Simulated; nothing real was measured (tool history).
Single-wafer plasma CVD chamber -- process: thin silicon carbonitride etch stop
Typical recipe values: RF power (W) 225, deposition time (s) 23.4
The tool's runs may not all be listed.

run    hour  RF power (W)  deposition time (s)  wafers since the last listed run  hours since the last thermocouple change  hours since the last RF generator calibration  hours since the showerhead was replaced  hours since the gauge calibration  read-back reference wafer on the same gauge, thickness_nm  mean film thickness on the monitor wafer (Å)
  1     0.0           235                 20.3                                 0                                    1399.2                                         1211.1                                   4686.9                              190.7                                                     15.894                                        130.53
       93.3  -- thermocouple changed; heater temperature recalibrated
  2   104.1           235                 20.3                              2570                                      10.8                                         1315.2                                   4791.0                              294.8                                                     15.909                                        129.97
      129.3  -- RF generator calibrated
  3   292.6           235                 20.3                              4827                                     199.3                                          163.3                                   4979.5                              483.3                                                     15.895                                        130.07
  4   377.4           225                 23.4                              2268                                     284.1                                          248.1                                   5064.3                              568.1                                                     15.894                                        147.79
  5   535.0           225                 23.4                              4215                                     441.7                                          405.7                                   5221.9                              725.7                                                     15.901                                        148.26
  6   634.7           225                 20.3                              2666                                     541.4                                          505.4                                   5321.6                              825.4                                                     15.903                                        127.91
  7   702.7           225                 20.3                              1818                                     609.4                                          573.4                                   5389.6                              893.4                                                     15.908                                        128.50
  8   782.7           225                 20.3                              2139                                     689.4                                          653.4                                   5469.6                              973.4                                                     15.888                                        128.01
  9   838.6           225                 23.4                              1495                                     745.3                                          709.3                                   5525.5                             1029.3                                                     15.896                                        147.19
 10   946.1           225                 23.4                              2875                                     852.8                                          816.8                                   5633.0                             1136.8                                                     15.897                                        147.84
 11  1017.9           225                 23.4                              1920                                     924.6                                          888.6                                   5704.8                             1208.6                                                     15.905                                        147.75
     1071.6  -- showerhead replaced
 12  1091.4           225                 23.4                              1751                                     998.1                                          962.1                                     19.8                             1282.1                                                     15.896                                        147.74
 13  1150.1           225                 23.4                              1569                                    1056.8                                         1020.8                                     78.5                             1340.8                                                     15.903                                        147.32
 14  1206.9           225                 23.4                              1519                                    1113.6                                         1077.6                                    135.3                             1397.6                                                     15.902                                        147.80
 15  1275.1           225                 23.4                              1824                                    1181.8                                         1145.8                                    203.5                             1465.8                                                     15.903                                        147.77
     1392.7  -- thermocouple changed; heater temperature recalibrated
     1465.4  -- RF generator calibrated
 16  1549.6           210                 23.4                              6913                                     156.9                                           84.2                                    478.0                             1740.3                                                     15.902                                        144.00
     1602.8  -- gauge calibrated
 17  1623.4           210                 23.4                              1973                                     230.7                                          158.0                                    551.8                               20.6                                                     15.893                                        143.33
 18  1823.8           190                 21.2                              5359                                     431.1                                          358.4                                    752.2                              221.0                                                     15.909                                        125.21
 19  1908.5           225                 23.4                              2265                                     515.8                                          443.1                                    836.9                              305.7                                                     15.901                                        147.56
 20  1976.7           225                 23.4                              1824                                     584.0                                          511.3                                    905.1                              373.9                                                     15.902                                        147.58
 21  2038.6           205                 23.4                              1655                                     645.9                                          573.2                                    967.0                              435.8                                                     15.900                                        142.64
 22  2084.1           240                 20.2                              1216                                     691.4                                          618.7                                   1012.5                              481.3                                                     15.904                                        130.50
 23  2122.5           245                 19.7                              1027                                     729.8                                          657.1                                   1050.9                              519.7                                                     15.902                                        128.70
 24  2401.7           225                 22.0                              7467                                    1009.0                                          936.3                                   1330.1                              798.9                                                     15.897                                        138.90
 25  2442.2           200                 27.3                              1083                                    1049.5                                          976.8                                   1370.6                              839.4                                                     15.899                                        164.45
 26  2524.9           265                 20.6                              2211                                    1132.2                                         1059.5                                   1453.3                              922.1                                                     15.898                                        138.27
     2609.5  -- thermocouple changed; heater temperature recalibrated
 27  2610.0           225                 23.4                              2062                                       0.5                                         1144.6                                   1538.4                             1007.2                                                     15.894                                        147.53
     2632.8  -- RF generator calibrated
 28  2683.7           210                 21.2                              1757                                      74.2                                           50.9                                   1612.1                             1080.9                                                     15.893                                        130.44
 29  2725.2           215                 28.0                              1109                                     115.7                                           92.4                                   1653.6                             1122.4                                                     15.905                                        173.53
 30  2798.4           255                 23.4                              1957                                     188.9                                          165.6                                   1726.8                             1195.6                                                     15.899                                        155.06
 31  2856.2           250                 27.7                              1545                                     246.7                                          223.4                                   1784.6                             1253.4                                                     15.905                                        181.79
 32  2913.4           255                 27.5                              1529                                     303.9                                          280.6                                   1841.8                             1310.6                                                     15.905                                        181.24
 33  2993.1           225                 23.4                              2131                                     383.6                                          360.3                                   1921.5                             1390.3                                                     15.888                                        147.64
 34  3092.6           185                 19.6                              2661                                     483.1                                          459.8                                   2021.0                             1489.8                                                     15.906                                        114.68

Hidden condition of the tool, last listed run before each entry between runs versus first listed run after:
Runs 1 to 2: thermocouple changed; heater temperature recalibrated (hour 93.3)
  both runs share identical hidden conditions
Runs 2 to 3: RF generator calibrated (hour 129.3)
  both runs share identical hidden conditions
Runs 11 to 12: showerhead replaced (hour 1071.6)
  both runs share identical hidden conditions
Runs 15 to 16: thermocouple changed; heater temperature recalibrated (hour 1392.7); RF generator calibrated (hour 1465.4)
  both runs share identical hidden conditions
Runs 16 to 17: gauge calibrated (hour 1602.8)
  both runs share identical hidden conditions
Runs 26 to 27: thermocouple changed; heater temperature recalibrated (hour 2609.5)
  both runs share identical hidden conditions
Runs 27 to 28: RF generator calibrated (hour 2632.8)
  both runs share identical hidden conditions
